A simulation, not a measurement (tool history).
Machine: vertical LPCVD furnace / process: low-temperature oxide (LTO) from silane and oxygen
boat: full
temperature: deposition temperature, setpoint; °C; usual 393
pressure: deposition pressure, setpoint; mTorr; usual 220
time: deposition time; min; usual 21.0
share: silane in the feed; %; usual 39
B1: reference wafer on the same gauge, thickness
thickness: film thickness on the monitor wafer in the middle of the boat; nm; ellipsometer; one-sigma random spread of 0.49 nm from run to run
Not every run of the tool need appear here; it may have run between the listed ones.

{"run": 1, "hour": 0.0, "temperature": 393, "pressure": 245, "time": 21.0, "share": 39, "B1": 206.06, "thickness": 191.67}
{"run": 2, "hour": 37.2, "temperature": 393, "pressure": 245, "time": 21.0, "share": 39, "B1": 205.87, "thickness": 191.41}
{"run": 3, "hour": 91.8, "temperature": 393, "pressure": 220, "time": 26.0, "share": 39, "B1": 206.06, "thickness": 212.51}
{"run": 4, "hour": 292.3, "temperature": 393, "pressure": 220, "time": 26.0, "share": 39, "B1": 206.06, "thickness": 211.56}
{"run": 5, "hour": 346.8, "temperature": 393, "pressure": 220, "time": 21.0, "share": 45, "B1": 206.02, "thickness": 202.37}
{"run": 6, "hour": 436.0, "temperature": 393, "pressure": 220, "time": 21.0, "share": 45, "B1": 206.13, "thickness": 201.3}
{"hour": 463.2, "done": "gauge calibrated"}
{"hour": 494.9, "done": "silane flow controller replaced"}
{"run": 7, "hour": 537.1, "temperature": 393, "pressure": 220, "time": 21.0, "share": 45, "B1": 205.93, "thickness": 202.23}
{"run": 8, "hour": 585.1, "temperature": 393, "pressure": 220, "time": 21.0, "share": 39, "B1": 206.07, "thickness": 170.22}
{"hour": 651.8, "done": "thermocouples replaced and temperature profile calibrated"}
{"run": 9, "hour": 686.6, "temperature": 393, "pressure": 220, "time": 21.0, "share": 39, "B1": 205.86, "thickness": 169.99}
{"hour": 777.5, "done": "pressure gauge zeroed"}
{"run": 10, "hour": 778.0, "temperature": 393, "pressure": 220, "time": 21.0, "share": 39, "B1": 206.04, "thickness": 166.08}
{"run": 11, "hour": 822.9, "temperature": 387, "pressure": 255, "time": 27.5, "share": 45, "B1": 206.03, "thickness": 280.66}
{"run": 12, "hour": 869.6, "temperature": 393, "pressure": 220, "time": 21.0, "share": 39, "B1": 205.91, "thickness": 165.57}
{"run": 13, "hour": 913.1, "temperature": 389, "pressure": 260, "time": 21.0, "share": 47, "B1": 205.88, "thickness": 231.7}
{"run": 14, "hour": 951.5, "temperature": 400, "pressure": 220, "time": 21.0, "share": 43, "B1": 205.98, "thickness": 199.73}
{"run": 15, "hour": 992.4, "temperature": 393, "pressure": 220, "time": 21.0, "share": 39, "B1": 206.1, "thickness": 165.47}
{"run": 16, "hour": 1081.9, "temperature": 393, "pressure": 220, "time": 21.0, "share": 43, "B1": 205.88, "thickness": 183.77}
{"hour": 1119.1, "done": "pressure gauge zeroed, repeated, since the last time left the tool worse"}
{"run": 17, "hour": 1182.4, "temperature": 393, "pressure": 220, "time": 21.0, "share": 39, "B1": 206.12, "thickness": 175.03}
{"run": 18, "hour": 1270.4, "temperature": 393, "pressure": 220, "time": 21.0, "share": 39, "B1": 206.0, "thickness": 175.65}
{"run": 19, "hour": 1340.5, "temperature": 393, "pressure": 220, "time": 16.0, "share": 39, "B1": 205.96, "thickness": 133.3}
{"run": 20, "hour": 1397.2, "temperature": 400, "pressure": 220, "time": 21.0, "share": 39, "B1": 206.01, "thickness": 190.8}
{"run": 21, "hour": 1451.2, "temperature": 393, "pressure": 235, "time": 26.0, "share": 39, "B1": 206.13, "thickness": 231.82}

Each row is a separate what-if for the run after 21, all from the same tool condition, not one after another. Results?
{"run": "A", "hour": 1454.8, "temperature": 393, "pressure": 220, "time": 21.0, "share": 39, "B1": "?", "thickness": "?"}
{"run": "B", "hour": 1454.8, "temperature": 393, "pressure": 180, "time": 21.0, "share": 43, "B1": "?", "thickness": "?"}
{"run": "C", "hour": 1454.8, "temperature": 393, "pressure": 275, "time": 21.0, "share": 39, "B1": "?", "thickness": "?"}
{"run": "D", "hour": 1454.8, "temperature": 382, "pressure": 220, "time": 21.0, "share": 37, "B1": "?", "thickness": "?"}
{"run": "E", "hour": 1454.8, "temperature": 400, "pressure": 175, "time": 21.0, "share": 33, "B1": "?", "thickness": "?"}

run=A B1=206.08 thickness=175.09
run=B B1=206.08 thickness=160.55
run=C B1=206.08 thickness=219.18
run=D B1=206.08 thickness=143.71
run=E B1=206.08 thickness=120.87
Stripped of hidden state, with their random variation kept, the same runs would have yielded:
run=A thickness=176.37
run=B thickness=161.99
run=C thickness=220.46
run=D thickness=144.76
run=E thickness=121.99
